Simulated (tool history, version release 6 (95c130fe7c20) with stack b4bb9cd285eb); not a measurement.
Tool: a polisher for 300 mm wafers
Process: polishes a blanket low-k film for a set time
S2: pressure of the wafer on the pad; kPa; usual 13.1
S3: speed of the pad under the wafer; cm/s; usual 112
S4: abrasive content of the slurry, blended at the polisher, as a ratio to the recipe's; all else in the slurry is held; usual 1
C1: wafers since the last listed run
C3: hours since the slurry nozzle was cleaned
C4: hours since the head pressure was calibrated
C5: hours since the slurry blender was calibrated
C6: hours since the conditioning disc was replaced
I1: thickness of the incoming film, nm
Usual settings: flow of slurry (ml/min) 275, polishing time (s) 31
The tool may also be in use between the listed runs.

run 1 day=0 | flow_of_slurry_(ml/min)=275 S2=14.5 S3=112 S4=1 polishing_time_(s)=36 | C1=0 wafers_polished_on_this_pad=1063 C3=330.1 C4=1092.5 C5=319.1 C6=197.1 | I1=735.5 | film_removed_(nm)=13.7
run 2 day=2.267 | flow_of_slurry_(ml/min)=275 S2=14.5 S3=112 S4=1 polishing_time_(s)=36 | C1=547 wafers_polished_on_this_pad=1611 C3=384.5 C4=1146.9 C5=373.5 C6=251.5 | I1=718.3 | film_removed_(nm)=13.3
-- day=4.271 slurry blender recalibrated
run 3 day=4.929 | flow_of_slurry_(ml/min)=275 S2=13.1 S3=112 S4=1 polishing_time_(s)=31 | C1=623 wafers_polished_on_this_pad=2234 C3=448.4 C4=1210.8 C5=15.8 C6=315.4 | I1=741.5 | film_removed_(nm)=10.9
run 4 day=6.179 | flow_of_slurry_(ml/min)=275 S2=13.1 S3=112 S4=1 polishing_time_(s)=24 | C1=301 wafers_polished_on_this_pad=2536 C3=478.4 C4=1240.8 C5=45.8 C6=345.4 | I1=722.7 | film_removed_(nm)=8.4
-- day=8.592 conditioning disc replaced and pad reconditioned
-- day=10.892 slurry nozzle cleaned
-- day=13.142 worn pad replaced by a new one
run 5 day=13.667 | flow_of_slurry_(ml/min)=275 S2=13.1 S3=112 S4=1 polishing_time_(s)=31 | C1=1738 wafers_polished_on_this_pad=126 C3=66.6 C4=1420.5 C5=225.5 C6=121.8 | I1=735.3 | film_removed_(nm)=11.1
-- day=15.517 head pressure recalibrated
run 6 day=15.788 | flow_of_slurry_(ml/min)=275 S2=13.1 S3=112 S4=1 polishing_time_(s)=31 | C1=492 wafers_polished_on_this_pad=619 C3=117.5 C4=6.5 C5=276.4 C6=172.7 | I1=727.4 | film_removed_(nm)=10.9
run 7 day=18.362 | flow_of_slurry_(ml/min)=275 S2=13.1 S3=112 S4=1 polishing_time_(s)=31 | C1=622 wafers_polished_on_this_pad=1241 C3=179.3 C4=68.3 C5=338.2 C6=234.5 | I1=721.8 | film_removed_(nm)=10.7
-- day=20.846 slurry blender recalibrated
run 8 day=21.15 | flow_of_slurry_(ml/min)=275 S2=8.3 S3=142 S4=1 polishing_time_(s)=31 | C1=653 wafers_polished_on_this_pad=1894 C3=246.2 C4=135.2 C5=7.3 C6=301.4 | I1=724.6 | film_removed_(nm)=8.5
run 9 day=23.921 | flow_of_slurry_(ml/min)=275 S2=13.1 S3=134 S4=1.25 polishing_time_(s)=31 | C1=669 wafers_polished_on_this_pad=2563 C3=312.7 C4=201.7 C5=73.8 C6=367.9 | I1=726.8 | film_removed_(nm)=13.7
-- day=24.354 conditioning disc replaced and pad reconditioned
run 10 day=25.996 | flow_of_slurry_(ml/min)=275 S2=13.1 S3=112 S4=1 polishing_time_(s)=26 | C1=481 wafers_polished_on_this_pad=3044 C3=362.5 C4=251.5 C5=123.6 C6=39.4 | I1=742.5 | film_removed_(nm)=9
run 11 day=27.879 | flow_of_slurry_(ml/min)=275 S2=15.9 S3=112 S4=1 polishing_time_(s)=31 | C1=454 wafers_polished_on_this_pad=3499 C3=407.7 C4=296.7 C5=168.8 C6=84.6 | I1=733.3 | film_removed_(nm)=12.4
run 12 day=29.262 | flow_of_slurry_(ml/min)=275 S2=15.9 S3=112 S4=1 polishing_time_(s)=31 | C1=334 wafers_polished_on_this_pad=3833 C3=440.9 C4=329.9 C5=202 C6=117.8 | I1=718.9 | film_removed_(nm)=12.4
-- day=29.617 worn pad replaced by a new one
run 13 day=31.729 | flow_of_slurry_(ml/min)=275 S2=15.9 S3=74 S4=0.8 polishing_time_(s)=31 | C1=555 wafers_polished_on_this_pad=510 C3=500.1 C4=389.1 C5=261.2 C6=177 | I1=729.8 | film_removed_(nm)=8.5
run 14 day=34.725 | flow_of_slurry_(ml/min)=210 S2=13.1 S3=134 S4=1.25 polishing_time_(s)=28 | C1=723 wafers_polished_on_this_pad=1233 C3=572 C4=461 C5=333.1 C6=248.9 | I1=736.6 | film_removed_(nm)=12
-- day=35.046 slurry blender recalibrated
run 15 day=36.175 | flow_of_slurry_(ml/min)=190 S2=13.1 S3=126 S4=1 polishing_time_(s)=31 | C1=330 wafers_polished_on_this_pad=1563 C3=606.8 C4=495.8 C5=27.1 C6=283.7 | I1=737.6 | film_removed_(nm)=11.8
run 16 day=37.571 | flow_of_slurry_(ml/min)=275 S2=13.1 S3=112 S4=1 polishing_time_(s)=31 | C1=337 wafers_polished_on_this_pad=1901 C3=640.3 C4=529.3 C5=60.6 C6=317.2 | I1=729.7 | film_removed_(nm)=10.8
-- day=39.208 conditioning disc replaced and pad reconditioned
run 17 day=40.092 | flow_of_slurry_(ml/min)=275 S2=13.1 S3=112 S4=1.2 polishing_time_(s)=31 | C1=588 wafers_polished_on_this_pad=2489 C3=700.8 C4=589.8 C5=121.1 C6=21.2 | I1=729.7 | film_removed_(nm)=12
-- day=40.554 slurry nozzle cleaned
run 18 day=41.129 | flow_of_slurry_(ml/min)=200 S2=13.1 S3=146 S4=1 polishing_time_(s)=23 | C1=240 wafers_polished_on_this_pad=2730 C3=13.8 C4=614.7 C5=146 C6=46.1 | I1=731.4 | film_removed_(nm)=9.3
run 19 day=44.071 | flow_of_slurry_(ml/min)=275 S2=13.1 S3=140 S4=0.8 polishing_time_(s)=31 | C1=710 wafers_polished_on_this_pad=3441 C3=84.4 C4=685.3 C5=216.6 C6=116.7 | I1=731.2 | film_removed_(nm)=10.4
run 20 day=45.712 | flow_of_slurry_(ml/min)=275 S2=15.9 S3=74 S4=0.8 polishing_time_(s)=31 | C1=396 wafers_polished_on_this_pad=3837 C3=123.8 C4=724.7 C5=256 C6=156.1 | I1=736 | film_removed_(nm)=8.2
-- day=46.85 worn pad replaced by a new one
run 21 day=47.254 | flow_of_slurry_(ml/min)=370 S2=9.7 S3=112 S4=1 polishing_time_(s)=31 | C1=332 wafers_polished_on_this_pad=97 C3=160.8 C4=761.7 C5=293 C6=193.1 | I1=725.7 | film_removed_(nm)=8.3
-- day=48.971 slurry blender recalibrated
run 22 day=49.558 | flow_of_slurry_(ml/min)=195 S2=9 S3=132 S4=1 polishing_time_(s)=20 | C1=536 wafers_polished_on_this_pad=634 C3=216.1 C4=817 C5=14.1 C6=248.4 | I1=733.3 | film_removed_(nm)=5.5
run 23 day=51.417 | flow_of_slurry_(ml/min)=210 S2=14.5 S3=112 S4=1 polishing_time_(s)=31 | C1=448 wafers_polished_on_this_pad=1083 C3=260.7 C4=861.6 C5=58.7 C6=293 | I1=742.9 | film_removed_(nm)=12.1
run 24 day=56.088 | flow_of_slurry_(ml/min)=275 S2=13.1 S3=98 S4=1 polishing_time_(s)=22 | C1=1128 wafers_polished_on_this_pad=2211 C3=372.8 C4=973.7 C5=170.8 C6=405.1 | I1=726 | film_removed_(nm)=7
-- day=56.925 conditioning disc replaced and pad reconditioned
run 25 day=58.267 | flow_of_slurry_(ml/min)=275 S2=13.1 S3=112 S4=1 polishing_time_(s)=31 | C1=506 wafers_polished_on_this_pad=2717 C3=425.1 C4=1026 C5=223.1 C6=32.2 | I1=721.9 | film_removed_(nm)=10.8

The tool's hidden state at each run:
slurry flow missing at the pad, %: 0 in every run
deviation of the head's pressure from its setpoint, %: 0 in every run
time polished since the conditioner stopped cutting, s: 0 in every run
H1: removal rate lost through wear of the pad, %
H2: abrasive missing from the slurry, %
run=1 H1=1.44 H2=5.85
run=2 H1=2.11 H2=7.78
run=3 H1=2.9 H2=0.0519
run=4 H1=3.27 H2=0.146
run=5 H1=0.63 H2=2.64
run=6 H1=1.26 H2=3.95
run=7 H1=2.02 H2=5.9
run=8 H1=2.84 H2=0.443
run=9 H1=3.66 H2=0.719
run=10 H1=4.28 H2=1.22
run=11 H1=4.84 H2=1.9
run=12 H1=5.25 H2=2.53
run=13 H1=1 H2=3.93
run=14 H1=1.89 H2=6.12
run=15 H1=2.32 H2=0.882
run=16 H1=2.73 H2=1.03
run=17 H1=3.48 H2=1.6
run=18 H1=3.79 H2=1.94
run=19 H1=4.66 H2=3.25
run=20 H1=5.14 H2=4.2
run=21 H1=0.391 H2=5.24
run=22 H1=1.07 H2=0.765
run=23 H1=1.62 H2=0.932
run=24 H1=3.01 H2=2.25
run=25 H1=3.65 H2=3.31
